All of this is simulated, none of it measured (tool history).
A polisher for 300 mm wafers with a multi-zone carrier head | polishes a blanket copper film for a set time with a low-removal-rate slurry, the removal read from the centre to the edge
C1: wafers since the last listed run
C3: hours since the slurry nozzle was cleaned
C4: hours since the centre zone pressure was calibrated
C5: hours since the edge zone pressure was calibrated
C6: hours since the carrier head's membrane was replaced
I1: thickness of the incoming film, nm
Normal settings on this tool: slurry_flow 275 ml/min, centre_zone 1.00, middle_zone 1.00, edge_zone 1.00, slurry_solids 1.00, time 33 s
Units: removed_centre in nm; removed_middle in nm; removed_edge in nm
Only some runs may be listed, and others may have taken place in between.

{"run": 1, "hour": 0.0, "slurry_flow": 275, "centre_zone": 1.0, "middle_zone": 1.0, "edge_zone": 1.0, "slurry_solids": 1.0, "time": 33, "C1": 0, "wafers polished on this pad": 2639, "C3": 770.5, "C4": 680.4, "C5": 497.1, "C6": 495.5, "I1": 785.3, "removed_centre": 110.1, "removed_middle": 106.4, "removed_edge": 108.0}
{"run": 2, "hour": 38.6, "slurry_flow": 275, "centre_zone": 1.06, "middle_zone": 1.0, "edge_zone": 1.0, "slurry_solids": 1.0, "time": 33, "C1": 581, "wafers polished on this pad": 3220, "C3": 809.1, "C4": 719.0, "C5": 535.7, "C6": 534.1, "I1": 782.0, "removed_centre": 117.5, "removed_middle": 107.7, "removed_edge": 109.3}
{"hour": 65.1, "done": "carrier head's membrane replaced by a new one"}
{"hour": 80.4, "done": "centre zone pressure recalibrated"}
{"run": 3, "hour": 80.9, "slurry_flow": 275, "centre_zone": 1.0, "middle_zone": 1.0, "edge_zone": 1.0, "slurry_solids": 1.3, "time": 26, "C1": 531, "wafers polished on this pad": 3752, "C3": 851.4, "C4": 0.5, "C5": 578.0, "C6": 15.8, "I1": 773.5, "removed_centre": 92.0, "removed_middle": 90.4, "removed_edge": 91.7}
{"hour": 101.3, "done": "slurry nozzle cleaned"}
{"run": 4, "hour": 110.5, "slurry_flow": 275, "centre_zone": 1.0, "middle_zone": 1.1, "edge_zone": 1.0, "slurry_solids": 1.0, "time": 33, "C1": 430, "wafers polished on this pad": 4183, "C3": 9.2, "C4": 30.1, "C5": 607.6, "C6": 45.4, "I1": 786.7, "removed_centre": 109.5, "removed_middle": 114.5, "removed_edge": 107.7}
{"run": 5, "hour": 159.6, "slurry_flow": 275, "centre_zone": 1.0, "middle_zone": 1.0, "edge_zone": 0.97, "slurry_solids": 0.9, "time": 33, "C1": 739, "wafers polished on this pad": 4923, "C3": 58.3, "C4": 79.2, "C5": 656.7, "C6": 94.5, "I1": 776.8, "removed_centre": 105.5, "removed_middle": 104.6, "removed_edge": 104.5}
{"run": 6, "hour": 193.8, "slurry_flow": 275, "centre_zone": 1.0, "middle_zone": 1.0, "edge_zone": 1.04, "slurry_solids": 1.0, "time": 33, "C1": 515, "wafers polished on this pad": 5438, "C3": 92.5, "C4": 113.4, "C5": 690.9, "C6": 128.7, "I1": 775.8, "removed_centre": 110.5, "removed_middle": 106.8, "removed_edge": 109.5}
{"run": 7, "hour": 239.4, "slurry_flow": 315, "centre_zone": 1.0, "middle_zone": 1.0, "edge_zone": 1.0, "slurry_solids": 1.2, "time": 33, "C1": 687, "wafers polished on this pad": 6125, "C3": 138.1, "C4": 159.0, "C5": 736.5, "C6": 174.3, "I1": 764.3, "removed_centre": 116.2, "removed_middle": 114.7, "removed_edge": 112.5}
{"hour": 268.8, "done": "worn pad replaced by a new one"}
{"run": 8, "hour": 285.3, "slurry_flow": 275, "centre_zone": 1.0, "middle_zone": 1.0, "edge_zone": 1.0, "slurry_solids": 0.75, "time": 33, "C1": 631, "wafers polished on this pad": 248, "C3": 184.0, "C4": 204.9, "C5": 782.4, "C6": 220.2, "I1": 780.2, "removed_centre": 100.5, "removed_middle": 98.7, "removed_edge": 98.6}
{"hour": 291.7, "done": "edge zone pressure recalibrated"}
{"run": 9, "hour": 333.9, "slurry_flow": 320, "centre_zone": 1.0, "middle_zone": 1.0, "edge_zone": 1.0, "slurry_solids": 1.0, "time": 33, "C1": 702, "wafers polished on this pad": 950, "C3": 232.6, "C4": 253.5, "C5": 42.2, "C6": 268.8, "I1": 783.9, "removed_centre": 110.9, "removed_middle": 108.9, "removed_edge": 109.2}
{"run": 10, "hour": 389.1, "slurry_flow": 195, "centre_zone": 0.89, "middle_zone": 1.0, "edge_zone": 1.0, "slurry_solids": 1.0, "time": 39, "C1": 831, "wafers polished on this pad": 1781, "C3": 287.8, "C4": 308.7, "C5": 97.4, "C6": 324.0, "I1": 769.7, "removed_centre": 109.3, "removed_middle": 119.8, "removed_edge": 123.4}
{"run": 11, "hour": 458.6, "slurry_flow": 355, "centre_zone": 1.0, "middle_zone": 1.0, "edge_zone": 1.0, "slurry_solids": 1.0, "time": 33, "C1": 1047, "wafers polished on this pad": 2829, "C3": 357.3, "C4": 378.2, "C5": 166.9, "C6": 393.5, "I1": 786.4, "removed_centre": 111.4, "removed_middle": 109.4, "removed_edge": 111.2}
{"run": 12, "hour": 488.7, "slurry_flow": 275, "centre_zone": 1.0, "middle_zone": 1.0, "edge_zone": 1.0, "slurry_solids": 1.0, "time": 33, "C1": 453, "wafers polished on this pad": 3282, "C3": 387.4, "C4": 408.3, "C5": 197.0, "C6": 423.6, "I1": 789.4, "removed_centre": 109.0, "removed_middle": 106.7, "removed_edge": 108.0}
{"run": 13, "hour": 518.9, "slurry_flow": 275, "centre_zone": 1.0, "middle_zone": 0.93, "edge_zone": 1.0, "slurry_solids": 0.9, "time": 33, "C1": 455, "wafers polished on this pad": 3737, "C3": 417.6, "C4": 438.5, "C5": 227.2, "C6": 453.8, "I1": 773.3, "removed_centre": 106.9, "removed_middle": 99.3, "removed_edge": 104.4}
{"run": 14, "hour": 555.1, "slurry_flow": 275, "centre_zone": 1.0, "middle_zone": 1.0, "edge_zone": 1.0, "slurry_solids": 1.0, "time": 33, "C1": 545, "wafers polished on this pad": 4283, "C3": 453.8, "C4": 474.7, "C5": 263.4, "C6": 490.0, "I1": 780.0, "removed_centre": 108.5, "removed_middle": 106.7, "removed_edge": 109.5}
{"run": 15, "hour": 606.3, "slurry_flow": 275, "centre_zone": 1.09, "middle_zone": 1.0, "edge_zone": 1.11, "slurry_solids": 1.0, "time": 33, "C1": 771, "wafers polished on this pad": 5054, "C3": 505.0, "C4": 525.9, "C5": 314.6, "C6": 541.2, "I1": 780.9, "removed_centre": 118.2, "removed_middle": 107.3, "removed_edge": 116.0}
{"hour": 636.8, "done": "worn pad replaced by a new one"}
{"run": 16, "hour": 658.3, "slurry_flow": 275, "centre_zone": 1.0, "middle_zone": 0.94, "edge_zone": 1.0, "slurry_solids": 0.75, "time": 33, "C1": 723, "wafers polished on this pad": 324, "C3": 557.0, "C4": 577.9, "C5": 366.6, "C6": 593.2, "I1": 771.5, "removed_centre": 101.0, "removed_middle": 94.1, "removed_edge": 100.9}
{"hour": 715.5, "done": "carrier head's membrane replaced by a new one"}
{"run": 17, "hour": 719.7, "slurry_flow": 275, "centre_zone": 1.0, "middle_zone": 1.09, "edge_zone": 1.0, "slurry_solids": 1.0, "time": 38, "C1": 849, "wafers polished on this pad": 1174, "C3": 618.4, "C4": 639.3, "C5": 428.0, "C6": 4.2, "I1": 771.7, "removed_centre": 126.6, "removed_middle": 130.9, "removed_edge": 124.5}
{"run": 18, "hour": 764.9, "slurry_flow": 275, "centre_zone": 1.04, "middle_zone": 1.0, "edge_zone": 1.0, "slurry_solids": 1.0, "time": 33, "C1": 681, "wafers polished on this pad": 1855, "C3": 663.6, "C4": 684.5, "C5": 473.2, "C6": 49.4, "I1": 774.5, "removed_centre": 112.4, "removed_middle": 106.5, "removed_edge": 106.2}
{"run": 19, "hour": 834.2, "slurry_flow": 275, "centre_zone": 1.0, "middle_zone": 1.0, "edge_zone": 1.0, "slurry_solids": 1.0, "time": 33, "C1": 1044, "wafers polished on this pad": 2899, "C3": 732.9, "C4": 753.8, "C5": 542.5, "C6": 118.7, "I1": 784.2, "removed_centre": 107.8, "removed_middle": 106.5, "removed_edge": 108.0}
{"run": 20, "hour": 858.4, "slurry_flow": 205, "centre_zone": 1.0, "middle_zone": 1.0, "edge_zone": 1.0, "slurry_solids": 1.0, "time": 33, "C1": 364, "wafers polished on this pad": 3264, "C3": 757.1, "C4": 778.0, "C5": 566.7, "C6": 142.9, "I1": 770.4, "removed_centre": 104.0, "removed_middle": 102.2, "removed_edge": 102.8}
{"hour": 912.8, "done": "centre zone pressure recalibrated"}
{"run": 21, "hour": 913.3, "slurry_flow": 275, "centre_zone": 1.0, "middle_zone": 1.0, "edge_zone": 1.0, "slurry_solids": 1.25, "time": 33, "C1": 797, "wafers polished on this pad": 4061, "C3": 812.0, "C4": 0.5, "C5": 621.6, "C6": 197.8, "I1": 775.2, "removed_centre": 116.0, "removed_middle": 113.6, "removed_edge": 115.0}
{"run": 22, "hour": 952.9, "slurry_flow": 275, "centre_zone": 1.0, "middle_zone": 1.0, "edge_zone": 1.0, "slurry_solids": 1.0, "time": 25, "C1": 596, "wafers polished on this pad": 4658, "C3": 851.6, "C4": 40.1, "C5": 661.2, "C6": 237.4, "I1": 772.0, "removed_centre": 82.2, "removed_middle": 81.1, "removed_edge": 79.9}

How the hidden state differs across the entries between the runs, from the last listed run before each to the first after it:
Between runs 2 and 3: carrier head's membrane replaced by a new one (hour 65.1); centre zone pressure recalibrated (hour 80.4)
  nothing in the hidden state changes from one run to the other
Between runs 3 and 4: slurry nozzle cleaned (hour 101.3)
  nothing in the hidden state changes from one run to the other
Between runs 7 and 8: worn pad replaced by a new one (hour 268.8)
  nothing in the hidden state changes from one run to the other
Between runs 8 and 9: edge zone pressure recalibrated (hour 291.7)
  nothing in the hidden state changes from one run to the other
Between runs 15 and 16: worn pad replaced by a new one (hour 636.8)
  nothing in the hidden state changes from one run to the other
Between runs 16 and 17: carrier head's membrane replaced by a new one (hour 715.5)
  nothing in the hidden state changes from one run to the other
Between runs 20 and 21: centre zone pressure recalibrated (hour 912.8)
  nothing in the hidden state changes from one run to the other
